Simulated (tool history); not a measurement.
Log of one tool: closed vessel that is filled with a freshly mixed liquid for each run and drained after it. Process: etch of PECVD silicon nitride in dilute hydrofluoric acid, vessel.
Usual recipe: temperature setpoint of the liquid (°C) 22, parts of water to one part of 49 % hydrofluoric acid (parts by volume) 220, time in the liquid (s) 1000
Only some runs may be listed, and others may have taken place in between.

| run | hour | temperature setpoint of the liquid (°C) | parts of water to one part of 49 % hydrofluoric acid (parts by volume) | time in the liquid (s) | wafers since the last listed run | hours since the thermometer was replaced | hours since the hydrofluoric acid flow meter was replaced | hours since the gauge calibration | read-back film thickness of the PECVD silicon nitride reference wafer, read on the same gauge (nm) | thickness taken off the PECVD silicon nitride on a monitor wafer (nm) |
|---|---|---|---|---|---|---|---|---|---|---|
| 1 | 0 | 22 | 220 | 1000 | 0 | 1168.5 | 1772.2 | 1196.8 | 100.02 | 24.47 |
| 2 | 35.2 | 22 | 220 | 1000 | 2340 | 1203.7 | 1807.4 | 1232 | 99.97 | 24.66 |
| 3 | 98.9 | 22 | 220 | 1000 | 4235 | 1267.4 | 1871.1 | 1295.7 | 100.03 | 24.54 |
| 4 | 122.8 | 22 | 220 | 1000 | 1589 | 1291.3 | 1895 | 1319.6 | 99.99 | 25.04 |
| 5 | 157 | 22 | 220 | 1000 | 2273 | 1325.5 | 1929.2 | 1353.8 | 99.99 | 25.04 |
|  | 160.5 | thermometer replaced |
| 6 | 176.8 | 20 | 220 | 540 | 1249 | 16.3 | 1949 | 1373.6 | 100.02 | 12.56 |
| 7 | 202.8 | 20 | 220 | 540 | 1728 | 42.3 | 1975 | 1399.6 | 100 | 12.68 |
| 8 | 233.9 | 23.5 | 170 | 740 | 2067 | 73.4 | 2006.1 | 1430.7 | 100.02 | 27.77 |
|  | 265.8 | hydrofluoric acid flow meter replaced |
| 9 | 275.2 | 20 | 155 | 1000 | 2679 | 114.7 | 9.4 | 1472 | 100.03 | 32.98 |
| 10 | 287.6 | 24.5 | 220 | 1000 | 824 | 127.1 | 21.8 | 1484.4 | 100.02 | 30.73 |
| 11 | 312.1 | 22 | 220 | 1000 | 1628 | 151.6 | 46.3 | 1508.9 | 99.97 | 26.44 |
|  | 373.1 | thermometer replaced, repeated, since the last time left the tool worse |
| 12 | 417.3 | 24.5 | 130 | 1475 | 6927 | 44.2 | 151.5 | 1614.1 | 100.01 | 63.69 |
| 13 | 431.7 | 17.5 | 320 | 1475 | 957 | 58.6 | 165.9 | 1628.5 | 100.01 | 17.03 |
|  | 441 | gauge calibrated |
| 14 | 463.4 | 18.5 | 165 | 1000 | 2107 | 90.3 | 197.6 | 22.4 | 100.02 | 23.3 |
| 15 | 486.5 | 23.5 | 325 | 620 | 1535 | 113.4 | 220.7 | 45.5 | 99.99 | 10.52 |
| 16 | 513.1 | 22 | 220 | 1000 | 1768 | 140 | 247.3 | 72.1 | 100.01 | 22.14 |
| 17 | 536.7 | 22 | 220 | 1495 | 1569 | 163.6 | 270.9 | 95.7 | 100.01 | 34.17 |
| 18 | 550.8 | 25 | 155 | 805 | 937 | 177.7 | 285 | 109.8 | 100.02 | 31.31 |
| 19 | 584.9 | 25.5 | 190 | 1325 | 2267 | 211.8 | 319.1 | 143.9 | 100 | 43.68 |
| 20 | 611.3 | 22 | 220 | 1190 | 1755 | 238.2 | 345.5 | 170.3 | 100.02 | 26.42 |
| 21 | 641.6 | 25 | 325 | 1405 | 2014 | 268.5 | 375.8 | 200.6 | 99.98 | 26.05 |
| 22 | 667.9 | 22 | 285 | 580 | 1748 | 294.8 | 402.1 | 226.9 | 99.98 | 10.34 |
| 23 | 694.5 | 22 | 220 | 1000 | 1768 | 321.4 | 428.7 | 253.5 | 100.01 | 22.83 |
| 24 | 708.6 | 20 | 220 | 1000 | 937 | 335.5 | 442.8 | 267.6 | 100.03 | 20.07 |
| 25 | 740.2 | 17.5 | 220 | 1550 | 2101 | 367.1 | 474.4 | 299.2 | 99.98 | 26.4 |
| 26 | 759.5 | 25.5 | 220 | 1000 | 1283 | 386.4 | 493.7 | 318.5 | 100 | 28.59 |
| 27 | 779.8 | 22 | 220 | 1000 | 1349 | 406.7 | 514 | 338.8 | 100.03 | 22.72 |
| 28 | 811.2 | 22 | 220 | 1000 | 2087 | 438.1 | 545.4 | 370.2 | 99.99 | 22.82 |
| 29 | 825.4 | 22 | 285 | 525 | 944 | 452.3 | 559.6 | 384.4 | 99.99 | 9.43 |
| 30 | 853.1 | 22 | 220 | 1000 | 1841 | 480 | 587.3 | 412.1 | 100.01 | 22.94 |
| 31 | 883.1 | 22 | 220 | 1000 | 1994 | 510 | 617.3 | 442.1 | 100 | 23.02 |
| 32 | 911.4 | 18 | 220 | 1255 | 1881 | 538.3 | 645.6 | 470.4 | 100.02 | 22.78 |

Consider 4 possible next runs. They are alternatives, not a sequence: every one starts from the tool as it was left by run 32. What does each give?
| A | 912.3 | 22 | 320 | 1000 | 59 | 539.2 | 646.5 | 471.3 | ? | ? |
| B | 912.3 | 22 | 305 | 1000 | 59 | 539.2 | 646.5 | 471.3 | ? | ? |
| C | 912.3 | 22 | 220 | 1565 | 59 | 539.2 | 646.5 | 471.3 | ? | ? |
| D | 912.3 | 18.5 | 220 | 520 | 59 | 539.2 | 646.5 | 471.3 | ? | ? |

| run | read-back film thickness of the PECVD silicon nitride reference wafer, read on the same gauge (nm) | thickness taken off the PECVD silicon nitride on a monitor wafer (nm) |
|---|---|---|
| A | 99.99 | 15.96 |
| B | 99.99 | 16.73 |
| C | 99.99 | 36.11 |
| D | 99.99 | 9.57 |
The same runs, with their run-to-run variation unchanged, on a tool lacking any hidden condition would have given:
| run | thickness taken off the PECVD silicon nitride on a monitor wafer (nm) |
|---|---|
| A | 15.16 |
| B | 15.88 |
| C | 34.23 |
| D | 9.06 |

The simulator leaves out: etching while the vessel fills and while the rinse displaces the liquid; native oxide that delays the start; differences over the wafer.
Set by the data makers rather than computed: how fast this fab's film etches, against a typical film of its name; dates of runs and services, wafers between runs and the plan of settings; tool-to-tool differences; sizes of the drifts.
